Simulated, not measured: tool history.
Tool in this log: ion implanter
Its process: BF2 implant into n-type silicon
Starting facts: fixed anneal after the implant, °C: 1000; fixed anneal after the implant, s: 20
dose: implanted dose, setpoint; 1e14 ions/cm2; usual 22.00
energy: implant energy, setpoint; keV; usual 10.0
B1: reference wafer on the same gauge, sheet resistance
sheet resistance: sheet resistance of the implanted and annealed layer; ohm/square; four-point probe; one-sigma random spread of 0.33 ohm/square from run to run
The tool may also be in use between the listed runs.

run 1 hour=0.0 | dose=22.00 energy=12.5 | B1=190.78 | sheet_resistance=202.84
run 2 hour=24.0 | dose=27.03 energy=11.5 | B1=190.70 | sheet_resistance=206.23
run 3 hour=44.7 | dose=27.03 energy=11.5 | B1=190.63 | sheet_resistance=205.26
run 4 hour=62.1 | dose=20.52 energy=9.0 | B1=190.69 | sheet_resistance=228.67
run 5 hour=93.6 | dose=20.52 energy=9.0 | B1=190.86 | sheet_resistance=228.07
run 6 hour=120.7 | dose=23.52 energy=10.0 | B1=190.88 | sheet_resistance=218.74
-- hour=137.2 Faraday cup replaced and dose calibrated
run 7 hour=143.8 | dose=23.52 energy=10.0 | B1=190.91 | sheet_resistance=217.81
run 8 hour=158.0 | dose=22.00 energy=10.0 | B1=190.77 | sheet_resistance=219.64
run 9 hour=179.9 | dose=22.00 energy=10.0 | B1=190.77 | sheet_resistance=219.73
run 10 hour=202.6 | dose=22.00 energy=10.0 | B1=190.84 | sheet_resistance=219.67
-- hour=219.4 gauge calibrated
run 11 hour=235.1 | dose=22.00 energy=8.0 | B1=189.22 | sheet_resistance=233.67
run 12 hour=255.9 | dose=27.14 energy=10.0 | B1=189.43 | sheet_resistance=214.82
run 13 hour=357.8 | dose=27.14 energy=10.0 | B1=189.89 | sheet_resistance=215.68
run 14 hour=379.5 | dose=24.98 energy=7.5 | B1=189.83 | sheet_resistance=238.28
run 15 hour=412.0 | dose=27.16 energy=11.5 | B1=189.92 | sheet_resistance=205.17
run 16 hour=425.5 | dose=27.14 energy=10.0 | B1=190.09 | sheet_resistance=215.58
run 17 hour=497.0 | dose=19.69 energy=10.0 | B1=190.18 | sheet_resistance=220.49
run 18 hour=515.3 | dose=22.00 energy=10.0 | B1=190.37 | sheet_resistance=218.84
run 19 hour=542.1 | dose=22.00 energy=10.0 | B1=190.35 | sheet_resistance=218.54
run 20 hour=558.7 | dose=24.10 energy=13.0 | B1=190.28 | sheet_resistance=197.56
run 21 hour=572.5 | dose=17.31 energy=13.5 | B1=190.40 | sheet_resistance=200.71
run 22 hour=586.2 | dose=22.00 energy=10.0 | B1=190.35 | sheet_resistance=218.79
-- hour=626.2 extraction supply calibrated
run 23 hour=666.5 | dose=28.04 energy=10.0 | B1=190.46 | sheet_resistance=215.68
run 24 hour=685.4 | dose=23.74 energy=10.0 | B1=190.53 | sheet_resistance=218.42
run 25 hour=718.8 | dose=22.00 energy=6.5 | B1=190.52 | sheet_resistance=251.39
run 26 hour=734.0 | dose=26.58 energy=12.5 | B1=190.59 | sheet_resistance=199.37
run 27 hour=790.0 | dose=22.00 energy=10.0 | B1=190.68 | sheet_resistance=219.67
run 28 hour=816.7 | dose=28.16 energy=11.0 | B1=190.61 | sheet_resistance=209.02
run 29 hour=842.1 | dose=27.31 energy=9.0 | B1=190.55 | sheet_resistance=224.83
run 30 hour=861.0 | dose=27.68 energy=13.0 | B1=190.61 | sheet_resistance=196.15
-- hour=890.5 gauge calibrated
run 31 hour=893.4 | dose=22.00 energy=7.5 | B1=188.78 | sheet_resistance=238.32
run 32 hour=907.2 | dose=24.15 energy=10.0 | B1=188.81 | sheet_resistance=215.97
run 33 hour=921.6 | dose=27.40 energy=8.5 | B1=189.02 | sheet_resistance=226.93
run 34 hour=950.4 | dose=26.41 energy=10.0 | B1=189.20 | sheet_resistance=215.56
run 35 hour=975.4 | dose=22.00 energy=6.5 | B1=189.35 | sheet_resistance=249.73
run 36 hour=1005.1 | dose=22.00 energy=8.5 | B1=189.36 | sheet_resistance=230.06
run 37 hour=1019.7 | dose=27.86 energy=10.0 | B1=189.48 | sheet_resistance=215.07

State the hidden condition of the tool at each of the runs:
deviation of the true dose from the Faraday cup's reading, %: 0 across all the runs
deviation of the true energy from its setpoint, %: 0 across all the runs
H1: gauge reads high (%)
run=1 H1=0.896
run=2 H1=0.905
run=3 H1=0.912
run=4 H1=0.918
run=5 H1=0.927
run=6 H1=0.934
run=7 H1=0.939
run=8 H1=0.942
run=9 H1=0.947
run=10 H1=0.951
run=11 H1=0.108
run=12 H1=0.174
run=13 H1=0.429
run=14 H1=0.47
run=15 H1=0.526
run=16 H1=0.548
run=17 H1=0.642
run=18 H1=0.662
run=19 H1=0.689
run=20 H1=0.704
run=21 H1=0.715
run=22 H1=0.727
run=23 H1=0.78
run=24 H1=0.791
run=25 H1=0.807
run=26 H1=0.814
run=27 H1=0.835
run=28 H1=0.844
run=29 H1=0.851
run=30 H1=0.856
run=31 H1=-0.0954
run=32 H1=-0.0483
run=33 H1=-0.002
run=34 H1=0.0829
run=35 H1=0.149
run=36 H1=0.219
run=37 H1=0.25
